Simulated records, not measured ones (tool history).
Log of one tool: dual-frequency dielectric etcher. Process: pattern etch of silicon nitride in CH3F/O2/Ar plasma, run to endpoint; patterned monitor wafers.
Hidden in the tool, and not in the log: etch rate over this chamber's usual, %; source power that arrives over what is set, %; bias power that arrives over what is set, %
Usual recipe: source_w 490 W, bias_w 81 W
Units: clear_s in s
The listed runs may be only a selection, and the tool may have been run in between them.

run	hour	source_w	bias_w	wafers since the last listed run	hours since the last wet clean	hours since the last source power generator calibration	hours since the last bias power generator calibration	hours since the last upper electrode change	incoming incoming film thickness, nm	clear_s
1	0.0	490	81	0	310.7	4570.7	3627.8	2466.3	22.48	26.6
2	12.1	490	81	131	322.8	4582.8	3639.9	2478.4	22.34	26.3
3	28.9	490	81	182	339.6	4599.6	3656.7	2495.2	22.57	26.7
4	55.7	490	85	290	366.4	4626.4	3683.5	2522.0	22.25	25.7
5	70.5	490	85	160	381.2	4641.2	3698.3	2536.8	22.43	26.2
6	82.2	490	85	126	392.9	4652.9	3710.0	2548.5	22.38	26.3
7	94.5	490	81	133	405.2	4665.2	3722.3	2560.8	22.57	26.6
8	106.0	490	81	124	416.7	4676.7	3733.8	2572.3	22.29	26.7
# hour 137.3: upper electrode replaced
9	137.8	490	81	84	448.5	4708.5	3765.6	0.5	22.29	27.0
10	138.2	490	81	4	448.9	4708.9	3766.0	0.9	22.52	26.9
11	138.5	550	95	3	449.2	4709.2	3766.3	1.2	22.15	24.1
12	150.7	400	71	132	461.4	4721.4	3778.5	13.4	22.27	30.2
# hour 175.0: wet clean of the chamber
# hour 183.7: source power generator calibrated
13	193.6	490	81	161	18.6	9.9	3821.4	56.3	22.21	24.0
14	206.3	490	85	137	31.3	22.6	3834.1	69.0	22.25	23.7
# hour 230.6: bias power generator calibrated
# hour 232.8: wet clean of the chamber, repeated, since the last time left the tool worse
15	233.3	550	95	225	0.5	49.6	2.7	96.0	22.21	23.0
16	233.6	600	70	3	0.8	49.9	3.0	96.3	22.45	25.2
17	243.1	490	88	103	10.3	59.4	12.5	105.8	22.45	24.9
18	252.2	490	81	98	19.4	68.5	21.6	114.9	22.31	26.0
19	261.9	580	92	105	29.1	78.2	31.3	124.6	22.30	23.0
20	272.1	550	63	110	39.3	88.4	41.5	134.8	22.43	26.8
21	289.7	530	101	190	56.9	106.0	59.1	152.4	22.29	22.8

Here are 3 independent what-if runs from the current tool condition. What would each one return?
A	290.1	570	81	4	57.3	106.4	59.5	152.8	22.45	?
B	290.1	520	67	4	57.3	106.4	59.5	152.8	22.45	?
C	290.1	420	81	4	57.3	106.4	59.5	152.8	22.45	?

run	clear_s
A	24.4
B	27.0
C	27.2
Without the tool's unlogged condition, the same runs would have read:
run	clear_s
A	24.3
B	26.9
C	27.1
